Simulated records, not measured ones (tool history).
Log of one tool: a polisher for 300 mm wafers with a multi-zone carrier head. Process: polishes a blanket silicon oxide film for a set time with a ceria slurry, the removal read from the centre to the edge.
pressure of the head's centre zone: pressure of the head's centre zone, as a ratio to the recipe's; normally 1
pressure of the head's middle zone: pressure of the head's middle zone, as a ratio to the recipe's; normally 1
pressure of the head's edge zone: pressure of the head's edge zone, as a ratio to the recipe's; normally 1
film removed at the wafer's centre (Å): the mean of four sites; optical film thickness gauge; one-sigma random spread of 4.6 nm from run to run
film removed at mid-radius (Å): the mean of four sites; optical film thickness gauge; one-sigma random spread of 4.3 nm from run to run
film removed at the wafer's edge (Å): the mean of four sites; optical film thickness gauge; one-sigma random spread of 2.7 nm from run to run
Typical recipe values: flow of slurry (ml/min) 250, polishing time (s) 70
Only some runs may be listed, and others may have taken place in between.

run	day	flow of slurry (ml/min)	pressure of the head's centre zone	pressure of the head's middle zone	pressure of the head's edge zone	polishing time (s)	incoming thickness of the incoming film, nm	film removed at the wafer's centre (Å)	film removed at mid-radius (Å)	film removed at the wafer's edge (Å)
1	0	250	1	1	1	70	1145.4	4704	4383	4290
2	0.292	250	1	1	1	70	1147.1	4690	4435	4317
3	0.9	250	1	1	1	70	1128.7	4663	4465	4314
4	1.267	175	1	1	1.05	88	1157.5	5620	5204	5389
5	1.792	250	0.93	0.9	0.94	70	1141.9	4399	4186	4206
6	2.367	250	1	1	1	70	1144	4735	4399	4329
7	2.646	175	1	0.96	1	70	1130.3	4402	4123	4163
8	3.283	250	0.9	1	1	76	1142.7	4683	4804	4713
# day 4.612: worn pad replaced by a new one
9	5.108	250	1	0.92	1.11	70	1137	4749	4188	4569
# day 5.321: centre zone pressure recalibrated
# day 5.4: edge zone pressure recalibrated
10	6.275	250	1	1	1	70	1127.9	4364	4363	4302
# day 6.588: carrier head's membrane replaced by a new one
11	6.821	320	1	1	1	70	1131.7	4489	4466	4382
# day 7.058: slurry nozzle cleaned
12	7.179	250	0.95	1	1	70	1145.6	4157	4374	4313
13	8.017	335	1	1	0.89	88	1133.1	5727	5644	5262
14	8.542	250	0.89	0.89	1	52	1136.5	2961	3103	3215
15	9.225	250	1	1	1	70	1140.4	4468	4503	4326
# day 10.271: worn pad replaced by a new one
16	11.012	250	1	1	1	70	1144.4	4374	4365	4316
17	11.358	250	1	1	1	70	1140.5	4415	4360	4281
18	12.054	220	1.09	0.96	1	81	1140.8	5455	4841	4899
19	12.629	250	0.93	0.9	0.94	70	1146.6	4224	4136	4148
20	14.567	220	1.05	0.89	1	70	1160.8	4634	4107	4244
21	14.904	250	1	1	1	70	1157	4557	4399	4284
22	15.638	250	1	1	1	70	1135.5	4571	4387	4320
# day 15.992: worn pad replaced by a new one
# day 15.992: slurry nozzle cleaned
23	16.008	250	1	1	1.04	70	1143.4	4472	4454	4422

Selected run-to-run steps in film removed at the wafer's centre (Å), each split into two signed amounts: the part the tool would show with no hidden state at all (from settings, incoming material and random variation), and the remainder, which goes to the hidden state together with any gauge scatter not common to the measured and the hidden-state-free results:
Hidden conditions of the tool in this case: removal rate lost through wear of the pad, %; slurry flow missing at the pad, %; deviation of the centre zone's pressure from its setpoint, %; deviation of the edge zone's pressure from its setpoint, %.
Run 4 -> 5: flow of slurry (ml/min) 175 -> 250, pressure of the head's centre zone 1 -> 0.93, pressure of the head's middle zone 1 -> 0.9, pressure of the head's edge zone 1.05 -> 0.94, polishing time (s) 88 -> 70. film removed at the wafer's centre (Å) -1221: hidden state -101, all else -1120.
Run 9 -> 10: pressure of the head's middle zone 0.92 -> 1, pressure of the head's edge zone 1.11 -> 1, centre zone pressure recalibrated, edge zone pressure recalibrated. film removed at the wafer's centre (Å) -385: hidden state -336, all else -49.
Run 12 -> 13: flow of slurry (ml/min) 250 -> 335, pressure of the head's centre zone 0.95 -> 1, pressure of the head's edge zone 1 -> 0.89, polishing time (s) 70 -> 88. film removed at the wafer's centre (Å) +1570: hidden state +56, all else +1514.
Run 13 -> 14: flow of slurry (ml/min) 335 -> 250, pressure of the head's centre zone 1 -> 0.89, pressure of the head's middle zone 1 -> 0.89, pressure of the head's edge zone 0.89 -> 1, polishing time (s) 88 -> 52. film removed at the wafer's centre (Å) -2766: hidden state -62, all else -2704.

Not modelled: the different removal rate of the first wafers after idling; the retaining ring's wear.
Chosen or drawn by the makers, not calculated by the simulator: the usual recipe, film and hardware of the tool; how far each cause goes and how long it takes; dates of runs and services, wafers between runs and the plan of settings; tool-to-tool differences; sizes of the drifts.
